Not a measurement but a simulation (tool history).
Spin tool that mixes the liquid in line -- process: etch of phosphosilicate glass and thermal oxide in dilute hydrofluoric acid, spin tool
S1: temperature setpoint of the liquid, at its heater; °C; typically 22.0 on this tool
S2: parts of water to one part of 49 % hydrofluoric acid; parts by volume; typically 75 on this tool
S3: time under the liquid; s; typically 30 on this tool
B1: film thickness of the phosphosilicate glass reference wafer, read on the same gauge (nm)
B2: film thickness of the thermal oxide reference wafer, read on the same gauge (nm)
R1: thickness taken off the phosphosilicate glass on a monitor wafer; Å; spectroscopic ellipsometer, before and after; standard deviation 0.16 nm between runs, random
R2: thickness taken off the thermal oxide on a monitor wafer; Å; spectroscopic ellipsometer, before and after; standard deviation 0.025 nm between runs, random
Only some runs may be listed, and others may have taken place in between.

run 1 hour=0.0 | S1=22.0 S2=75 S3=30 | B1=110.01 B2=139.990 | R1=390.0 R2=16.81
-- hour=2.9 thermometer replaced
run 2 hour=14.5 | S1=22.0 S2=75 S3=30 | B1=109.98 B2=139.993 | R1=407.5 R2=17.79
-- hour=52.7 hydrofluoric acid flow meter replaced
run 3 hour=57.5 | S1=22.0 S2=55 S3=30 | B1=110.00 B2=139.988 | R1=569.7 R2=24.57
run 4 hour=68.8 | S1=19.0 S2=100 S3=15 | B1=109.95 B2=139.989 | R1=130.3 R2=5.67
run 5 hour=81.1 | S1=26.0 S2=115 S3=25 | B1=110.02 B2=140.002 | R1=246.9 R2=10.59
run 6 hour=96.5 | S1=22.0 S2=75 S3=30 | B1=110.02 B2=139.986 | R1=409.5 R2=17.22
-- hour=97.3 gauge calibrated
run 7 hour=113.9 | S1=22.0 S2=75 S3=30 | B1=110.02 B2=139.994 | R1=405.2 R2=17.45
run 8 hour=126.1 | S1=22.0 S2=90 S3=30 | B1=110.01 B2=140.009 | R1=332.0 R2=14.31
run 9 hour=134.5 | S1=26.5 S2=95 S3=15 | B1=109.99 B2=139.968 | R1=188.0 R2=8.09
run 10 hour=157.6 | S1=22.0 S2=75 S3=30 | B1=110.03 B2=139.989 | R1=406.7 R2=17.76
run 11 hour=166.2 | S1=26.5 S2=90 S3=30 | B1=109.97 B2=139.995 | R1=396.9 R2=17.32
run 12 hour=180.2 | S1=22.0 S2=75 S3=40 | B1=110.04 B2=139.989 | R1=535.6 R2=23.58
run 13 hour=192.8 | S1=26.0 S2=75 S3=30 | B1=109.99 B2=139.999 | R1=474.9 R2=20.52
run 14 hour=201.9 | S1=22.0 S2=40 S3=30 | B1=110.01 B2=140.029 | R1=793.8 R2=33.88
run 15 hour=214.5 | S1=18.5 S2=60 S3=40 | B1=110.02 B2=140.005 | R1=591.0 R2=25.24
run 16 hour=223.9 | S1=20.5 S2=75 S3=30 | B1=110.01 B2=139.997 | R1=381.6 R2=16.38
run 17 hour=253.5 | S1=22.0 S2=100 S3=50 | B1=110.05 B2=139.977 | R1=490.1 R2=21.35
run 18 hour=260.3 | S1=23.5 S2=50 S3=15 | B1=110.01 B2=139.997 | R1=332.7 R2=14.50
run 19 hour=269.4 | S1=22.0 S2=75 S3=20 | B1=109.95 B2=140.019 | R1=267.7 R2=11.66
run 20 hour=277.7 | S1=22.0 S2=75 S3=30 | B1=110.03 B2=139.996 | R1=403.6 R2=17.25
run 21 hour=293.4 | S1=22.0 S2=75 S3=30 | B1=110.02 B2=139.991 | R1=405.5 R2=17.67
run 22 hour=308.2 | S1=20.5 S2=50 S3=50 | B1=109.99 B2=140.016 | R1=968.7 R2=41.97
run 23 hour=316.7 | S1=23.5 S2=85 S3=30 | B1=110.00 B2=140.020 | R1=375.1 R2=15.77
run 24 hour=330.2 | S1=22.0 S2=90 S3=45 | B1=110.02 B2=139.999 | R1=491.7 R2=21.08
run 25 hour=338.0 | S1=19.5 S2=90 S3=40 | B1=110.02 B2=140.000 | R1=395.6 R2=17.41

5 ways to go on from here, each from the tool as it stands after run 25. What would each give?
run A hour=338.4 | S1=22.0 S2=75 S3=30 | B1=? B2=? | R1=? R2=?
run B hour=338.4 | S1=18.0 S2=75 S3=30 | B1=? B2=? | R1=? R2=?
run C hour=338.4 | S1=22.0 S2=45 S3=30 | B1=? B2=? | R1=? R2=?
run D hour=338.4 | S1=22.0 S2=75 S3=15 | B1=? B2=? | R1=? R2=?
run E hour=338.4 | S1=20.0 S2=75 S3=30 | B1=? B2=? | R1=? R2=?

run=A B1=110.05 B2=140.008 R1=398.7 R2=17.41
run=B B1=110.05 B2=140.008 R1=337.2 R2=14.73
run=C B1=110.05 B2=140.008 R1=689.6 R2=30.11
run=D B1=110.05 B2=140.008 R1=199.4 R2=8.71
run=E B1=110.05 B2=140.008 R1=366.9 R2=16.02
Take away the tool's hidden state, keep each run's random variation, and the runs would have read:
run=A R1=406.2 R2=17.74
run=B R1=343.7 R2=15.01
run=C R1=702.7 R2=30.69
run=D R1=203.1 R2=8.87
run=E R1=373.9 R2=16.33

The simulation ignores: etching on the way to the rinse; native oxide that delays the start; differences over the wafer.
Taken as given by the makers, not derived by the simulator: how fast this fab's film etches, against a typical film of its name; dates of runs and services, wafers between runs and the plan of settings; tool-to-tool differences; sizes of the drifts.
